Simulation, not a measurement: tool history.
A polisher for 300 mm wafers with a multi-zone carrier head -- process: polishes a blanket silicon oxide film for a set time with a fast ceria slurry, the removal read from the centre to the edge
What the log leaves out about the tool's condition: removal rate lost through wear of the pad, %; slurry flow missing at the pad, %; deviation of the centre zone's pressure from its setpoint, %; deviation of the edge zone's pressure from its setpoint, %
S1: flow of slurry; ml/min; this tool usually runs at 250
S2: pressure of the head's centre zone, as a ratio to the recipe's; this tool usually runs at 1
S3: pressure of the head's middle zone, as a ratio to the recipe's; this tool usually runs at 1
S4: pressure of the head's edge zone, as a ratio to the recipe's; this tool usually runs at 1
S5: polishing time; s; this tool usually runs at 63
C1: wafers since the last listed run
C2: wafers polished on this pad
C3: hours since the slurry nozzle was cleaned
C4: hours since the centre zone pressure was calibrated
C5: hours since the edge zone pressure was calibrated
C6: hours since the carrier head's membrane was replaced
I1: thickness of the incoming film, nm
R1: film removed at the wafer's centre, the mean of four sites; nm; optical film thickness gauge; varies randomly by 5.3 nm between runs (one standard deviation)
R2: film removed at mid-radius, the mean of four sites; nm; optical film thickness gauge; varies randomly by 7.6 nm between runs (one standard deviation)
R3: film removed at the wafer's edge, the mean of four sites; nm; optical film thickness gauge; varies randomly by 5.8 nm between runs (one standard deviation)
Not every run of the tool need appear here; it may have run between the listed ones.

run 1 hour=0 | S1=250 S2=1 S3=0.91 S4=1 S5=63 | C1=0 C2=234 C3=497.2 C4=648.6 C5=134.5 C6=921.2 | I1=2082.6 | R1=638.3 R2=572.7 R3=642.5
run 2 hour=41.4 | S1=250 S2=1 S3=1 S4=1 S5=63 | C1=573 C2=807 C3=538.6 C4=690 C5=175.9 C6=962.6 | I1=2091 | R1=621 R2=612.5 R3=634.8
-- hour=77.5 slurry nozzle cleaned
run 3 hour=112.7 | S1=250 S2=1 S3=1 S4=1 S5=63 | C1=973 C2=1781 C3=35.2 C4=761.3 C5=247.2 C6=1033.9 | I1=2056.7 | R1=669.8 R2=666.4 R3=667.5
-- hour=118.4 carrier head's membrane replaced by a new one
run 4 hour=173.6 | S1=250 S2=1 S3=1 S4=0.97 S5=63 | C1=774 C2=2555 C3=96.1 C4=822.2 C5=308.1 C6=55.2 | I1=2073.4 | R1=674.6 R2=660.2 R3=654.5
-- hour=223 worn pad replaced by a new one
run 5 hour=223.5 | S1=250 S2=1 S3=1 S4=0.97 S5=63 | C1=635 C2=7 C3=146 C4=872.1 C5=358 C6=105.1 | I1=2108.6 | R1=668.2 R2=656.8 R3=663.9
run 6 hour=289.3 | S1=270 S2=1 S3=1 S4=1 S5=47 | C1=911 C2=918 C3=211.8 C4=937.9 C5=423.8 C6=170.9 | I1=2046.9 | R1=499.2 R2=493.1 R3=500.3
-- hour=304.4 edge zone pressure recalibrated
run 7 hour=346.6 | S1=270 S2=1 S3=1 S4=1 S5=47 | C1=765 C2=1684 C3=269.1 C4=995.2 C5=42.2 C6=228.2 | I1=2058.1 | R1=492.1 R2=491.4 R3=505.5
run 8 hour=373.5 | S1=275 S2=1 S3=1 S4=1 S5=63 | C1=372 C2=2056 C3=296 C4=1022.1 C5=69.1 C6=255.1 | I1=2072.4 | R1=666.2 R2=658.9 R3=673.2
run 9 hour=435.1 | S1=175 S2=1.09 S3=0.9 S4=1 S5=63 | C1=853 C2=2910 C3=357.6 C4=1083.7 C5=130.7 C6=316.7 | I1=2071.3 | R1=680.7 R2=565 R3=637.6
-- hour=450 centre zone pressure recalibrated
-- hour=470.9 worn pad replaced by a new one
run 10 hour=476.4 | S1=250 S2=1 S3=1.08 S4=1 S5=77 | C1=488 C2=75 C3=398.9 C4=26.4 C5=172 C6=358 | I1=2088.2 | R1=790.9 R2=831.8 R3=795.4
run 11 hour=527.8 | S1=250 S2=0.96 S3=1.07 S4=0.88 S5=77 | C1=711 C2=787 C3=450.3 C4=77.8 C5=223.4 C6=409.4 | I1=2047.9 | R1=762.2 R2=822.6 R3=746.4
run 12 hour=568.2 | S1=270 S2=1 S3=1 S4=1 S5=47 | C1=559 C2=1346 C3=490.7 C4=118.2 C5=263.8 C6=449.8 | I1=2096 | R1=482.4 R2=472.6 R3=491.4
run 13 hour=629.9 | S1=250 S2=1.09 S3=1 S4=1 S5=63 | C1=854 C2=2201 C3=552.4 C4=179.9 C5=325.5 C6=511.5 | I1=2046.5 | R1=684.7 R2=617.4 R3=637.3
-- hour=651.4 slurry nozzle cleaned
run 14 hour=684.9 | S1=250 S2=1 S3=1 S4=1 S5=54 | C1=747 C2=2949 C3=33.5 C4=234.9 C5=380.5 C6=566.5 | I1=2059.1 | R1=575.8 R2=568.6 R3=572.5
-- hour=690.6 edge zone pressure recalibrated
run 15 hour=737.3 | S1=250 S2=1.08 S3=1.11 S4=0.93 S5=51 | C1=698 C2=3647 C3=85.9 C4=287.3 C5=46.7 C6=618.9 | I1=2078.5 | R1=587 R2=578.2 R3=525.6
-- hour=751.4 worn pad replaced by a new one
run 16 hour=777.4 | S1=250 S2=1 S3=1 S4=1.11 S5=63 | C1=499 C2=360 C3=126 C4=327.4 C5=86.8 C6=659 | I1=2040.2 | R1=670.6 R2=644.9 R3=702.1
run 17 hour=809.6 | S1=250 S2=1 S3=1 S4=1 S5=54 | C1=445 C2=806 C3=158.2 C4=359.6 C5=119 C6=691.2 | I1=2081.8 | R1=578.5 R2=572.3 R3=569.4
run 18 hour=871.2 | S1=250 S2=1.1 S3=1 S4=0.93 S5=70 | C1=853 C2=1659 C3=219.8 C4=421.2 C5=180.6 C6=752.8 | I1=2070.2 | R1=809.5 R2=742.1 R3=710.3
run 19 hour=901.2 | S1=325 S2=1 S3=1.11 S4=0.93 S5=82 | C1=415 C2=2075 C3=249.8 C4=451.2 C5=210.6 C6=782.8 | I1=2053.1 | R1=881.9 R2=965.2 R3=853.5
run 20 hour=956.2 | S1=250 S2=1 S3=1 S4=1.05 S5=55 | C1=761 C2=2836 C3=304.8 C4=506.2 C5=265.6 C6=837.8 | I1=2078 | R1=570.8 R2=551.5 R3=593.2
run 21 hour=992.6 | S1=250 S2=1 S3=1 S4=1 S5=63 | C1=504 C2=3341 C3=341.2 C4=542.6 C5=302 C6=874.2 | I1=2031.6 | R1=650.1 R2=640.6 R3=656.6

What if the next run were any one of these 5? Each begins from the tool's condition after run 21:
run A hour=993 | S1=250 S2=1 S3=1 S4=1 S5=63 | C1=5 C2=3346 C3=341.6 C4=543 C5=302.4 C6=874.6 | I1=2049.8 | R1=? R2=? R3=?
run B hour=993 | S1=250 S2=0.96 S3=1 S4=1 S5=81 | C1=5 C2=3346 C3=341.6 C4=543 C5=302.4 C6=874.6 | I1=2049.8 | R1=? R2=? R3=?
run C hour=993 | S1=285 S2=1.08 S3=1 S4=1 S5=63 | C1=5 C2=3346 C3=341.6 C4=543 C5=302.4 C6=874.6 | I1=2049.8 | R1=? R2=? R3=?
run D hour=993 | S1=250 S2=1.09 S3=1 S4=1.06 S5=63 | C1=5 C2=3346 C3=341.6 C4=543 C5=302.4 C6=874.6 | I1=2049.8 | R1=? R2=? R3=?
run E hour=993 | S1=250 S2=0.96 S3=1 S4=1 S5=46 | C1=5 C2=3346 C3=341.6 C4=543 C5=302.4 C6=874.6 | I1=2049.8 | R1=? R2=? R3=?

run=A R1=641.8 R2=644.9 R3=653.4
run=B R1=791.9 R2=829.3 R3=840.1
run=C R1=705.5 R2=654.6 R3=661
run=D R1=700 R2=644.5 R3=672.3
run=E R1=449.7 R2=471 R3=477.1
With the hidden condition removed and each run's random variation left untouched, the same runs would have given:
run=A R1=657.5 R2=659.1 R3=664.2
run=B R1=811.3 R2=847.6 R3=854
run=C R1=720.9 R2=667.5 R3=670.9
run=D R1=717.1 R2=658.8 R3=683.5
run=E R1=460.7 R2=481.4 R3=485

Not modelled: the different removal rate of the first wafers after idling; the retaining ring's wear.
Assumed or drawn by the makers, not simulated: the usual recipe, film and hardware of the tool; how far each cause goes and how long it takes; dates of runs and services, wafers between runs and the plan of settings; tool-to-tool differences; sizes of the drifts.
